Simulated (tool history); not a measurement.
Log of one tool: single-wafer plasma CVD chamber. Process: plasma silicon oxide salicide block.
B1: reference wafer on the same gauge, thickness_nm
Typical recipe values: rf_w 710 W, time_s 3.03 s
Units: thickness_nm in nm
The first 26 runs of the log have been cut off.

run 27 hour=1989 | rf_w=775 time_s=2.62 | B1=33.521 | thickness_nm=27.443
run 28 hour=2052.8 | rf_w=635 time_s=2.57 | B1=33.503 | thickness_nm=25.356
run 29 hour=2103.1 | rf_w=710 time_s=3.44 | B1=33.504 | thickness_nm=35.131
run 30 hour=2198 | rf_w=660 time_s=2.51 | B1=33.501 | thickness_nm=25.033
run 31 hour=2240.6 | rf_w=790 time_s=2.84 | B1=33.493 | thickness_nm=29.901
run 32 hour=2309.3 | rf_w=815 time_s=3.63 | B1=33.502 | thickness_nm=38.58
run 33 hour=2355.3 | rf_w=595 time_s=3.03 | B1=33.475 | thickness_nm=29.221
run 34 hour=2453.3 | rf_w=710 time_s=3.03 | B1=33.503 | thickness_nm=30.841

Each row is a separate what-if for the run after 34, all from the same tool condition, not one after another. Results?
run A hour=2453.7 | rf_w=710 time_s=3.03 | B1=? | thickness_nm=?
run B hour=2453.7 | rf_w=805 time_s=3.3 | B1=? | thickness_nm=?
run C hour=2453.7 | rf_w=845 time_s=3.03 | B1=? | thickness_nm=?
run D hour=2453.7 | rf_w=615 time_s=2.85 | B1=? | thickness_nm=?

run=A B1=33.496 thickness_nm=30.819
run=B B1=33.496 thickness_nm=34.876
run=C B1=33.496 thickness_nm=32.499
run=D B1=33.496 thickness_nm=27.743
Without the tool's hidden state the same runs would have given:
run=A thickness_nm=31.163
run=B thickness_nm=35.264
run=C thickness_nm=32.861
run=D thickness_nm=28.052
